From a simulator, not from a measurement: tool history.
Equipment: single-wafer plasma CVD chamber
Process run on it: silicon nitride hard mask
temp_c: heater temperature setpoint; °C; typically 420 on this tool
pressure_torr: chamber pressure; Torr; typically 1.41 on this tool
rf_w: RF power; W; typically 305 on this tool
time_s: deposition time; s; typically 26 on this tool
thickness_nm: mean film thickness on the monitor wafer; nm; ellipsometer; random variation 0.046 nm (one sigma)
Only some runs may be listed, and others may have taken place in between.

run	hour	temp_c	pressure_torr	rf_w	time_s	wafers since the last listed run	hours since the last thermocouple change	hours since the last RF generator calibration	hours since the last manometer calibration	hours since the showerhead was replaced	hours since the gauge calibration	read-back reference wafer on the same gauge, thickness_nm	thickness_nm
1	0	420	1.41	305	26	0	2399.3	1842.4	1583.8	2736.7	196.5	35.717	30.505
2	12.1	420	1.41	305	26	202	2411.4	1854.5	1595.9	2748.8	208.6	35.69	30.539
3	18.9	420	1.41	305	26	113	2418.2	1861.3	1602.7	2755.6	215.4	35.709	30.47
4	26.4	420	1.41	305	26	125	2425.7	1868.8	1610.2	2763.1	222.9	35.721	30.502
5	36.2	420	1.41	305	26	164	2435.5	1878.6	1620	2772.9	232.7	35.736	30.472
6	74.1	410	1.41	305	26	634	2473.4	1916.5	1657.9	2810.8	270.6	35.705	30.621
# hour 78.6: gauge calibrated
7	88	410	1.41	305	26	232	2487.3	1930.4	1671.8	2824.7	9.4	35.694	30.667
8	98.5	410	1.41	305	26	175	2497.8	1940.9	1682.3	2835.2	19.9	35.697	30.661
9	104.6	420	1.41	305	26	102	2503.9	1947	1688.4	2841.3	26	35.702	30.497
# hour 125.5: capacitance manometer re-zeroed and calibrated
# hour 127.8: showerhead replaced
10	128.3	420	1.41	305	26	224	2527.6	1970.7	2.8	0.5	49.7	35.707	30.569
# hour 145.2: RF generator calibrated
11	151.1	424	1.41	335	26	247	2550.4	5.9	25.6	23.3	72.5	35.724	32.003
12	157.6	420	1.41	270	26	108	2556.9	12.4	32.1	29.8	79	35.716	28.7
13	164.4	420	1.31	350	26	113	2563.7	19.2	38.9	36.6	85.8	35.708	32.057
14	173.9	420	1.41	305	26	159	2573.2	28.7	48.4	46.1	95.3	35.664	30.592
15	184.9	420	1.41	305	26	184	2584.2	39.7	59.4	57.1	106.3	35.734	30.55
# hour 199.8: thermocouple changed; heater temperature recalibrated
16	200.7	420	1.41	340	26	130	0.9	55.5	75.2	72.9	122.1	35.696	32.298
17	218.3	420	1.6	335	30.1	294	18.5	73.1	92.8	90.5	139.7	35.691	38.196
18	227	414	1.3	360	28	145	27.2	81.8	101.5	99.2	148.4	35.707	35.031
19	234.2	420	1.41	305	26	120	34.4	89	108.7	106.4	155.6	35.704	30.463
20	250.3	410	1.41	260	24.3	269	50.5	105.1	124.8	122.5	171.7	35.714	26.506

Each row is a separate what-if for the run after 20, all from the same tool condition, not one after another. Results?
A	250.7	420	1.41	305	26	6	50.9	105.5	125.2	122.9	172.1	?	?
B	250.7	415	1.56	245	26	6	50.9	105.5	125.2	122.9	172.1	?	?
C	250.7	420	1.41	305	23.3	6	50.9	105.5	125.2	122.9	172.1	?	?
D	250.7	429	1.28	320	28.8	6	50.9	105.5	125.2	122.9	172.1	?	?

run	read-back reference wafer on the same gauge, thickness_nm	thickness_nm
A	35.713	30.51
B	35.713	28.086
C	35.713	27.349
D	35.713	33.639
What these runs would have given with no unlogged condition in the tool:
run	thickness_nm
A	30.51
B	28.086
C	27.349
D	33.639
